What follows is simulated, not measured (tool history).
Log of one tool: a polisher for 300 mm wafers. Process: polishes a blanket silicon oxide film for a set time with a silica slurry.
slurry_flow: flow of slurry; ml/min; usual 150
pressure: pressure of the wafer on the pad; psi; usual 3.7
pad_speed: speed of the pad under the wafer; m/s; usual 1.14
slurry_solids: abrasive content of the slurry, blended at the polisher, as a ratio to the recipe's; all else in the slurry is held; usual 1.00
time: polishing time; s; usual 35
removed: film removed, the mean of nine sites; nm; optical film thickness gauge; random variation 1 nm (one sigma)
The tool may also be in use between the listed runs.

run    hour  slurry_flow  pressure  pad_speed  slurry_solids  time  incoming thickness of the incoming film, nm  removed
  1     0.0          150       3.7       1.14           1.00    35                                       1162.8     91.9
  2    83.9          150       3.7       1.14           1.00    35                                       1155.2     88.7
       91.3  -- slurry blender recalibrated
  3   128.2          150       3.7       1.14           1.00    35                                       1171.1     88.5
      154.9  -- conditioning disc replaced and pad reconditioned
  4   200.6          150       3.7       1.14           1.00    35                                       1136.1     86.4
      242.7  -- worn pad replaced by a new one
  5   270.4          150       3.7       1.14           1.00    35                                       1136.9     84.1
  6   348.8          150       3.7       1.14           1.00    35                                       1148.4     82.6
      365.9  -- slurry blender recalibrated
      395.4  -- head pressure recalibrated
  7   433.9          150       4.4       1.14           1.00    35                                       1136.9    111.7
      544.2  -- worn pad replaced by a new one
      563.6  -- conditioning disc replaced and pad reconditioned
      586.1  -- slurry nozzle cleaned
  8   599.6          150       4.4       1.14           1.00    35                                       1148.4    105.5
      671.0  -- slurry blender recalibrated
  9   684.4          150       3.7       1.14           1.00    33                                       1152.0     80.1
      763.5  -- head pressure recalibrated
 10   768.9          150       3.4       1.48           0.75    35                                       1165.4     73.2
 11   836.2          150       3.7       1.14           1.00    33                                       1150.0     85.0
      843.2  -- worn pad replaced by a new one, of another model than before
 12   932.3          150       3.7       1.14           1.00    35                                       1144.0     88.6
      975.2  -- slurry blender recalibrated
 13   976.3          150       3.7       1.14           0.90    35                                       1137.4     80.8
     1023.3  -- conditioning disc replaced and pad reconditioned
 14  1025.0          150       3.7       1.14           1.00    33                                       1157.5     83.6
 15  1086.9          150       2.7       1.14           1.00    35                                       1138.6     70.4
     1103.5  -- worn pad replaced by a new one
     1140.2  -- head pressure recalibrated
 16  1177.1          150       3.7       1.14           1.15    35                                       1144.2    102.1
 17  1231.8          150       3.7       1.14           1.00    35                                       1147.6     90.4
     1277.9  -- slurry blender recalibrated
 18  1284.3          150       4.9       1.14           1.00    35                                       1160.1    110.2
     1342.2  -- slurry nozzle cleaned
 19  1349.9          110       3.7       1.30           1.00    35                                       1134.4     80.1

4 ways to go on from here, each from the tool as it stands after run 19. What would each give?
  A  1350.3          150       3.7       1.14           0.85    35                                       1169.3        ?
  B  1350.3          165       3.0       1.48           1.00    35                                       1169.3        ?
  C  1350.3          150       3.7       1.30           1.10    35                                       1169.3        ?
  D  1350.3          150       4.7       1.14           0.85    41                                       1169.3        ?

run  removed
  A     77.1
  B     87.4
  C     99.8
  D    107.7
Without the tool's hidden state the same runs would have given:
run  removed
  A     81.1
  B     91.9
  C    105.0
  D    113.3

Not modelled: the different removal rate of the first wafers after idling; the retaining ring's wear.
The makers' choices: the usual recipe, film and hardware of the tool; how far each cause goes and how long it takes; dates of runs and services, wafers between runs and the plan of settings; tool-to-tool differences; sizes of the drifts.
